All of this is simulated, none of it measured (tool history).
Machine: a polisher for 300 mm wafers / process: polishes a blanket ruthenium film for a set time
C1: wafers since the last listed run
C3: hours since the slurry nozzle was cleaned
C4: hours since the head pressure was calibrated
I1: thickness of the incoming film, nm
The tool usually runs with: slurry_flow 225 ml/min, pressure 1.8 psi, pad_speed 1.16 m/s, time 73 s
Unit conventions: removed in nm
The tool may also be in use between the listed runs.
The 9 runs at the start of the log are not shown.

-- hour=104.1 worn pad replaced by a new one
run 10 hour=105.4 | slurry_flow=225 pressure=1.8 pad_speed=1.16 time=73 | C1=135 wafers_polished_on_this_pad=16 C3=241.0 C4=1409.5 | I1=248.8 | removed=79.4
run 11 hour=123.3 | slurry_flow=225 pressure=1.8 pad_speed=1.16 time=73 | C1=224 wafers_polished_on_this_pad=240 C3=258.9 C4=1427.4 | I1=250.0 | removed=77.5
run 12 hour=139.0 | slurry_flow=225 pressure=1.8 pad_speed=1.16 time=73 | C1=197 wafers_polished_on_this_pad=437 C3=274.6 C4=1443.1 | I1=251.7 | removed=79.1
run 13 hour=147.7 | slurry_flow=225 pressure=1.8 pad_speed=1.16 time=73 | C1=109 wafers_polished_on_this_pad=547 C3=283.3 C4=1451.8 | I1=246.6 | removed=78.1
run 14 hour=154.7 | slurry_flow=225 pressure=1.8 pad_speed=1.16 time=73 | C1=87 wafers_polished_on_this_pad=634 C3=290.3 C4=1458.8 | I1=253.7 | removed=78.4
run 15 hour=172.1 | slurry_flow=225 pressure=1.8 pad_speed=1.16 time=73 | C1=218 wafers_polished_on_this_pad=853 C3=307.7 C4=1476.2 | I1=249.3 | removed=76.3
-- hour=178.5 worn pad replaced by a new one
run 16 hour=181.2 | slurry_flow=225 pressure=1.8 pad_speed=1.16 time=73 | C1=64 wafers_polished_on_this_pad=33 C3=316.8 C4=1485.3 | I1=250.0 | removed=75.6
-- hour=183.9 slurry nozzle cleaned
run 17 hour=188.7 | slurry_flow=225 pressure=1.6 pad_speed=1.32 time=53 | C1=81 wafers_polished_on_this_pad=115 C3=4.8 C4=1492.8 | I1=252.5 | removed=58.5
run 18 hour=209.3 | slurry_flow=270 pressure=1.8 pad_speed=1.16 time=73 | C1=258 wafers_polished_on_this_pad=373 C3=25.4 C4=1513.4 | I1=254.0 | removed=82.3
run 19 hour=217.8 | slurry_flow=225 pressure=1.8 pad_speed=1.16 time=73 | C1=106 wafers_polished_on_this_pad=480 C3=33.9 C4=1521.9 | I1=250.5 | removed=81.2
run 20 hour=230.5 | slurry_flow=225 pressure=2.3 pad_speed=0.92 time=60 | C1=159 wafers_polished_on_this_pad=639 C3=46.6 C4=1534.6 | I1=251.7 | removed=74.3
run 21 hour=242.9 | slurry_flow=225 pressure=1.8 pad_speed=1.16 time=73 | C1=155 wafers_polished_on_this_pad=795 C3=59.0 C4=1547.0 | I1=245.4 | removed=81.9
-- hour=253.2 worn pad replaced by a new one
run 22 hour=253.7 | slurry_flow=225 pressure=1.5 pad_speed=1.28 time=73 | C1=85 wafers_polished_on_this_pad=6 C3=69.8 C4=1557.8 | I1=250.0 | removed=71.9
run 23 hour=257.3 | slurry_flow=225 pressure=1.8 pad_speed=1.34 time=73 | C1=45 wafers_polished_on_this_pad=51 C3=73.4 C4=1561.4 | I1=251.4 | removed=88.1
run 24 hour=270.4 | slurry_flow=225 pressure=1.8 pad_speed=0.98 time=81 | C1=164 wafers_polished_on_this_pad=216 C3=86.5 C4=1574.5 | I1=248.1 | removed=82.0
run 25 hour=282.5 | slurry_flow=300 pressure=2.3 pad_speed=1.16 time=73 | C1=151 wafers_polished_on_this_pad=368 C3=98.6 C4=1586.6 | I1=248.7 | removed=106.0
-- hour=296.5 head pressure recalibrated
run 26 hour=298.5 | slurry_flow=225 pressure=1.8 pad_speed=1.16 time=73 | C1=175 wafers_polished_on_this_pad=543 C3=114.6 C4=2.0 | I1=247.3 | removed=94.2
run 27 hour=315.7 | slurry_flow=225 pressure=2.3 pad_speed=1.16 time=73 | C1=215 wafers_polished_on_this_pad=759 C3=131.8 C4=19.2 | I1=250.6 | removed=120.9
-- hour=329.7 worn pad replaced by a new one
run 28 hour=332.6 | slurry_flow=150 pressure=1.8 pad_speed=1.16 time=73 | C1=161 wafers_polished_on_this_pad=36 C3=148.7 C4=36.1 | I1=250.3 | removed=87.0
run 29 hour=347.3 | slurry_flow=225 pressure=1.8 pad_speed=1.16 time=73 | C1=184 wafers_polished_on_this_pad=221 C3=163.4 C4=50.8 | I1=248.9 | removed=91.4
run 30 hour=358.3 | slurry_flow=225 pressure=1.8 pad_speed=1.16 time=73 | C1=138 wafers_polished_on_this_pad=359 C3=174.4 C4=61.8 | I1=249.8 | removed=92.7
run 31 hour=371.8 | slurry_flow=185 pressure=1.6 pad_speed=0.80 time=73 | C1=169 wafers_polished_on_this_pad=528 C3=187.9 C4=75.3 | I1=249.9 | removed=64.1
run 32 hour=387.0 | slurry_flow=225 pressure=1.8 pad_speed=1.16 time=73 | C1=190 wafers_polished_on_this_pad=719 C3=203.1 C4=90.5 | I1=251.4 | removed=91.4

Forecast each of these 4 alternatives for the next run:
run A hour=387.4 | slurry_flow=225 pressure=1.8 pad_speed=1.16 time=73 | C1=5 wafers_polished_on_this_pad=724 C3=203.5 C4=90.9 | I1=245.9 | removed=?
run B hour=387.4 | slurry_flow=150 pressure=1.4 pad_speed=0.82 time=73 | C1=5 wafers_polished_on_this_pad=724 C3=203.5 C4=90.9 | I1=245.9 | removed=?
run C hour=387.4 | slurry_flow=225 pressure=2.4 pad_speed=1.16 time=50 | C1=5 wafers_polished_on_this_pad=724 C3=203.5 C4=90.9 | I1=245.9 | removed=?
run D hour=387.4 | slurry_flow=155 pressure=2.2 pad_speed=1.04 time=61 | C1=5 wafers_polished_on_this_pad=724 C3=203.5 C4=90.9 | I1=245.9 | removed=?

run=A removed=92.4
run=B removed=55.0
run=C removed=84.4
run=D removed=82.7
Without the tool's hidden state the same runs would have given:
run=A removed=96.3
run=B removed=58.1
run=C removed=88.0
run=D removed=87.4
